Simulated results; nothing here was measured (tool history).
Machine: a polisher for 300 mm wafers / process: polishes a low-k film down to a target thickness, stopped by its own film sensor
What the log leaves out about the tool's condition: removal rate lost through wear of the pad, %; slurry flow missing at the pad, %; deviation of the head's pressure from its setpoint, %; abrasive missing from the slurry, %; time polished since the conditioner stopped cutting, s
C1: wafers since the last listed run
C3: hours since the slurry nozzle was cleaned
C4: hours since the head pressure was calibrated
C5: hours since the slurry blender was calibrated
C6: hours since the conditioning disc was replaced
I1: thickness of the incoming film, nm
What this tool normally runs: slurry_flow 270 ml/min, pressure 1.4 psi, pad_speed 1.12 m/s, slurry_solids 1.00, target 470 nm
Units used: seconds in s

{"run": 1, "hour": 0.0, "slurry_flow": 270, "pressure": 1.4, "pad_speed": 0.82, "slurry_solids": 1.1, "target": 470, "C1": 0, "wafers polished on this pad": 966, "C3": 654.4, "C4": 763.0, "C5": 392.2, "C6": 127.8, "I1": 483.1, "seconds": 60.2}
{"run": 2, "hour": 13.4, "slurry_flow": 270, "pressure": 1.4, "pad_speed": 0.82, "slurry_solids": 1.1, "target": 470, "C1": 105, "wafers polished on this pad": 1071, "C3": 667.8, "C4": 776.4, "C5": 405.6, "C6": 141.2, "I1": 495.1, "seconds": 114.0}
{"hour": 22.1, "done": "worn pad replaced by a new one"}
{"run": 3, "hour": 22.6, "slurry_flow": 270, "pressure": 1.4, "pad_speed": 1.12, "slurry_solids": 1.0, "target": 470, "C1": 40, "wafers polished on this pad": 4, "C3": 677.0, "C4": 785.6, "C5": 414.8, "C6": 150.4, "I1": 493.9, "seconds": 97.4}
{"run": 4, "hour": 31.7, "slurry_flow": 270, "pressure": 1.4, "pad_speed": 1.12, "slurry_solids": 1.1, "target": 470, "C1": 71, "wafers polished on this pad": 75, "C3": 686.1, "C4": 794.7, "C5": 423.9, "C6": 159.5, "I1": 495.8, "seconds": 97.3}
{"run": 5, "hour": 46.3, "slurry_flow": 270, "pressure": 1.4, "pad_speed": 1.12, "slurry_solids": 1.1, "target": 470, "C1": 114, "wafers polished on this pad": 190, "C3": 700.7, "C4": 809.3, "C5": 438.5, "C6": 174.1, "I1": 493.6, "seconds": 89.9}
{"hour": 54.3, "done": "conditioning disc replaced and pad reconditioned"}
{"run": 6, "hour": 63.7, "slurry_flow": 270, "pressure": 1.4, "pad_speed": 1.12, "slurry_solids": 1.1, "target": 470, "C1": 120, "wafers polished on this pad": 310, "C3": 718.1, "C4": 826.7, "C5": 455.9, "C6": 9.4, "I1": 484.3, "seconds": 53.1}
{"hour": 70.5, "done": "slurry blender recalibrated"}
{"run": 7, "hour": 74.1, "slurry_flow": 270, "pressure": 1.4, "pad_speed": 1.12, "slurry_solids": 1.0, "target": 470, "C1": 65, "wafers polished on this pad": 376, "C3": 728.5, "C4": 837.1, "C5": 3.6, "C6": 19.8, "I1": 486.5, "seconds": 58.1}
{"run": 8, "hour": 80.5, "slurry_flow": 270, "pressure": 1.4, "pad_speed": 1.12, "slurry_solids": 1.0, "target": 470, "C1": 50, "wafers polished on this pad": 427, "C3": 734.9, "C4": 843.5, "C5": 10.0, "C6": 26.2, "I1": 493.7, "seconds": 82.9}
{"run": 9, "hour": 91.8, "slurry_flow": 270, "pressure": 1.4, "pad_speed": 1.12, "slurry_solids": 1.0, "target": 470, "C1": 88, "wafers polished on this pad": 515, "C3": 746.2, "C4": 854.8, "C5": 21.3, "C6": 37.5, "I1": 489.7, "seconds": 70.8}
{"run": 10, "hour": 108.4, "slurry_flow": 270, "pressure": 1.4, "pad_speed": 1.34, "slurry_solids": 1.0, "target": 470, "C1": 130, "wafers polished on this pad": 645, "C3": 762.8, "C4": 871.4, "C5": 37.9, "C6": 54.1, "I1": 492.6, "seconds": 72.0}
{"run": 11, "hour": 118.4, "slurry_flow": 270, "pressure": 1.4, "pad_speed": 1.0, "slurry_solids": 1.0, "target": 470, "C1": 78, "wafers polished on this pad": 724, "C3": 772.8, "C4": 881.4, "C5": 47.9, "C6": 64.1, "I1": 497.6, "seconds": 104.5}
{"run": 12, "hour": 134.1, "slurry_flow": 270, "pressure": 1.3, "pad_speed": 0.8, "slurry_solids": 0.9, "target": 470, "C1": 123, "wafers polished on this pad": 847, "C3": 788.5, "C4": 897.1, "C5": 63.6, "C6": 79.8, "I1": 494.0, "seconds": 127.1}
{"hour": 143.6, "done": "slurry nozzle cleaned"}
{"run": 13, "hour": 150.9, "slurry_flow": 270, "pressure": 1.4, "pad_speed": 1.12, "slurry_solids": 1.0, "target": 470, "C1": 123, "wafers polished on this pad": 971, "C3": 7.3, "C4": 913.9, "C5": 80.4, "C6": 96.6, "I1": 492.4, "seconds": 79.0}
{"run": 14, "hour": 158.9, "slurry_flow": 345, "pressure": 1.4, "pad_speed": 1.12, "slurry_solids": 1.0, "target": 470, "C1": 62, "wafers polished on this pad": 1034, "C3": 15.3, "C4": 921.9, "C5": 88.4, "C6": 104.6, "I1": 489.1, "seconds": 67.1}
{"hour": 163.8, "done": "worn pad replaced by a new one"}
{"run": 15, "hour": 174.0, "slurry_flow": 315, "pressure": 1.2, "pad_speed": 1.28, "slurry_solids": 0.9, "target": 470, "C1": 87, "wafers polished on this pad": 80, "C3": 30.4, "C4": 937.0, "C5": 103.5, "C6": 119.7, "I1": 483.2, "seconds": 54.1}
{"run": 16, "hour": 188.9, "slurry_flow": 270, "pressure": 1.5, "pad_speed": 1.12, "slurry_solids": 1.0, "target": 464, "C1": 116, "wafers polished on this pad": 197, "C3": 45.3, "C4": 951.9, "C5": 118.4, "C6": 134.6, "I1": 493.6, "seconds": 101.4}
{"run": 17, "hour": 195.1, "slurry_flow": 270, "pressure": 0.9, "pad_speed": 0.98, "slurry_solids": 1.0, "target": 465, "C1": 48, "wafers polished on this pad": 245, "C3": 51.5, "C4": 958.1, "C5": 124.6, "C6": 140.8, "I1": 494.3, "seconds": 176.6}
{"run": 18, "hour": 209.3, "slurry_flow": 240, "pressure": 1.4, "pad_speed": 1.12, "slurry_solids": 1.0, "target": 474, "C1": 111, "wafers polished on this pad": 357, "C3": 65.7, "C4": 972.3, "C5": 138.8, "C6": 155.0, "I1": 493.8, "seconds": 73.9}
{"run": 19, "hour": 217.9, "slurry_flow": 270, "pressure": 1.8, "pad_speed": 1.12, "slurry_solids": 1.0, "target": 470, "C1": 67, "wafers polished on this pad": 424, "C3": 74.3, "C4": 980.9, "C5": 147.4, "C6": 163.6, "I1": 495.5, "seconds": 73.0}
{"hour": 241.1, "done": "conditioning disc replaced and pad reconditioned"}
{"hour": 245.0, "done": "head pressure recalibrated"}
{"run": 20, "hour": 253.1, "slurry_flow": 270, "pressure": 1.4, "pad_speed": 1.12, "slurry_solids": 1.0, "target": 470, "C1": 244, "wafers polished on this pad": 669, "C3": 109.5, "C4": 8.1, "C5": 182.6, "C6": 12.0, "I1": 482.7, "seconds": 47.7}
{"run": 21, "hour": 260.6, "slurry_flow": 270, "pressure": 1.4, "pad_speed": 1.12, "slurry_solids": 1.1, "target": 470, "C1": 58, "wafers polished on this pad": 728, "C3": 117.0, "C4": 15.6, "C5": 190.1, "C6": 19.5, "I1": 485.7, "seconds": 54.1}
{"run": 22, "hour": 278.1, "slurry_flow": 270, "pressure": 1.4, "pad_speed": 1.12, "slurry_solids": 1.0, "target": 470, "C1": 137, "wafers polished on this pad": 865, "C3": 134.5, "C4": 33.1, "C5": 207.6, "C6": 37.0, "I1": 483.3, "seconds": 48.4}
{"hour": 293.1, "done": "worn pad replaced by a new one"}
{"run": 23, "hour": 293.6, "slurry_flow": 350, "pressure": 1.4, "pad_speed": 1.12, "slurry_solids": 1.0, "target": 470, "C1": 90, "wafers polished on this pad": 4, "C3": 150.0, "C4": 48.6, "C5": 223.1, "C6": 52.5, "I1": 494.8, "seconds": 92.1}
{"run": 24, "hour": 298.3, "slurry_flow": 180, "pressure": 1.2, "pad_speed": 1.12, "slurry_solids": 0.9, "target": 474, "C1": 36, "wafers polished on this pad": 40, "C3": 154.7, "C4": 53.3, "C5": 227.8, "C6": 57.2, "I1": 495.0, "seconds": 107.6}
{"run": 25, "hour": 310.2, "slurry_flow": 270, "pressure": 1.4, "pad_speed": 1.12, "slurry_solids": 1.1, "target": 470, "C1": 93, "wafers polished on this pad": 134, "C3": 166.6, "C4": 65.2, "C5": 239.7, "C6": 69.1, "I1": 492.7, "seconds": 78.1}
{"run": 26, "hour": 323.4, "slurry_flow": 270, "pressure": 1.4, "pad_speed": 1.12, "slurry_solids": 1.0, "target": 470, "C1": 103, "wafers polished on this pad": 237, "C3": 179.8, "C4": 78.4, "C5": 252.9, "C6": 82.3, "I1": 490.6, "seconds": 78.3}

Some steps in seconds, run to run, broken into two amounts with sign: the step expected even without the hidden condition (settings, incoming material, random variation), and the rest, left for the hidden condition together with whatever gauge scatter is not in both the measured and the hidden-condition-free result:
Run 1 -> 2: nothing adjusted, nothing logged. seconds +53.8 s: hidden state +7.4, all else +46.4.
Run 6 -> 7: slurry_solids 1.10 -> 1.00, slurry blender recalibrated. seconds +5.0 s: hidden state -7.3, all else +12.3.
Run 16 -> 17: pressure 1.5 -> 0.9, pad_speed 1.12 -> 0.98, target 464 -> 465. seconds +75.2 s: hidden state +3.5, all else +71.7.
Run 17 -> 18: slurry_flow 270 -> 240, pressure 0.9 -> 1.4, pad_speed 0.98 -> 1.12, target 465 -> 474. seconds -102.7 s: hidden state -4.2, all else -98.5.

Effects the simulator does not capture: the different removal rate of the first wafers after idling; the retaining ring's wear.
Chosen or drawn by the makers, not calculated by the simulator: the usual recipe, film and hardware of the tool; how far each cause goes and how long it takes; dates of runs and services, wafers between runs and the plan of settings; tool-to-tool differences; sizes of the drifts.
